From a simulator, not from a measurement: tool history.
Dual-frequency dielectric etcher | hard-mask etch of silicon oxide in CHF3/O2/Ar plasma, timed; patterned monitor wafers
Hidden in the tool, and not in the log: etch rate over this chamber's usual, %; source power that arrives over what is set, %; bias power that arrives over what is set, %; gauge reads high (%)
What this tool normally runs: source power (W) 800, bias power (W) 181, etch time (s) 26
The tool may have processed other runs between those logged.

run    hour  source power (W)  bias power (W)  etch time (s)  wafers since the last listed run  hours since the last wet clean  hours since the last source power generator calibration  hours since the last bias power generator calibration  hours since the last upper electrode change  hours since the gauge calibration  read-back reference wafer on the same gauge, depth_nm  mean etch depth across the wafer (Å)
  1       0               800             181             26                                 0                             508                                                   3434.2                                                 1222.6                                       4791.5                              847.9                                                   50.7                                   557
  2    65.7               800             181             26                              1204                           573.7                                                   3499.9                                                 1288.3                                       4857.2                              913.6                                                   50.7                                   554
  3     118               800             181             26                               959                             626                                                   3552.2                                                 1340.6                                       4909.5                              965.9                                                   50.7                                   553
      177.1  -- wet clean of the chamber
  4   177.6               800             181             26                               652                             0.5                                                   3611.8                                                 1400.2                                       4969.1                             1025.5                                                   50.7                                   575
  5   201.8               800             181             26                               443                            24.7                                                     3636                                                 1424.4                                       4993.3                             1049.7                                                   50.7                                   577
  6   269.8               740             181             26                              1246                            92.7                                                     3704                                                 1492.4                                       5061.3                             1117.7                                                   50.7                                   562
  7   308.5               740             181             26                               709                           131.4                                                   3742.7                                                 1531.1                                         5100                             1156.4                                                   50.7                                   559
  8   372.9               740             181             26                              1180                           195.8                                                   3807.1                                                 1595.5                                       5164.4                             1220.8                                                   50.7                                   558
  9   402.8               800             181             26                               548                           225.7                                                     3837                                                 1625.4                                       5194.3                             1250.7                                                   50.7                                   569
      431.2  -- upper electrode replaced
 10     438               800             181             26                               205                           260.9                                                   3872.2                                                 1660.6                                          6.8                             1285.9                                                   50.7                                   567
 11   489.7               800             181             26                               948                           312.6                                                   3923.9                                                 1712.3                                         58.5                             1337.6                                                   50.7                                   565
      516.3  -- bias power generator calibrated
      535.7  -- gauge calibrated
 12   548.7               930             181           28.5                              1008                           371.6                                                   3982.9                                                   32.4                                        117.5                                 13                                                   50.7                                   638
 13   601.9               690             197             31                               975                           424.8                                                   4036.1                                                   85.6                                        170.7                               66.2                                                   50.7                                   653
      632.6  -- source power generator calibrated
 14   653.7               960             200             31                               876                           476.6                                                     21.1                                                  137.4                                        222.5                                118                                                   50.7                                   719
 15   705.2               870             158             26                               944                           528.1                                                     72.6                                                  188.9                                          274                              169.5                                                   50.7                                   540
 16     742               800             181             26                               674                           564.9                                                    109.4                                                  225.7                                        310.8                              206.3                                                   50.7                                   551
 17   797.8               800             181             26                              1023                           620.7                                                    165.2                                                  281.5                                        366.6                              262.1                                                   50.7                                   548
      838.7  -- wet clean of the chamber
 18   842.5               660             181           30.5                               379                             3.8                                                    209.9                                                  326.2                                        411.3                              306.8                                                   50.7                                   634
 19   906.4               800             181             20                              1171                            67.7                                                    273.8                                                  390.1                                        475.2                              370.7                                                   50.6                                   439
 20   931.6               800             181             26                               462                            92.9                                                      299                                                  415.3                                        500.4                              395.9                                                   50.7                                   566
 21   963.6               800             200             26                               586                           124.9                                                      331                                                  447.3                                        532.4                              427.9                                                   50.7                                   586
 22  1013.5               800             181           28.5                               915                           174.8                                                    380.9                                                  497.2                                        582.3                              477.8                                                   50.6                                   620
 23  1188.6               660             202             26                              3210                           349.9                                                      556                                                  672.3                                        757.4                              652.9                                                   50.7                                   554
 24  1236.8               800             181             26                               883                           398.1                                                    604.2                                                  720.5                                        805.6                              701.1                                                   50.7                                   559
 25  1270.5               700             144             31                               617                           431.8                                                    637.9                                                  754.2                                        839.3                              734.8                                                   50.7                                   596

Hidden state, per run?
source power that arrives over what is set, %: 0 across all the runs
gauge reads high (%): 0 across all the runs
H1: etch rate over this chamber's usual, %
H2: bias power that arrives over what is set, %
run      H1     H2
  1   -2.78   2.51
  2   -3.14   2.81
  3   -3.43   3.06
  4    0.27   3.37
  5   0.138   3.49
  6  -0.234   3.86
  7  -0.446   4.07
  8  -0.798   4.45
  9  -0.962   4.62
 10   -1.15   4.84
 11   -1.44   5.16
 12   -1.76  0.862
 13   -2.05  0.873
 14   -2.33  0.895
 15   -2.62  0.926
 16   -2.82  0.954
 17   -3.12   1.01
 18  0.0798   1.06
 19   -0.27   1.14
 20  -0.408   1.18
 21  -0.583   1.23
 22  -0.856   1.32
 23   -1.81   1.69
 24   -2.08   1.82
 25   -2.26   1.91
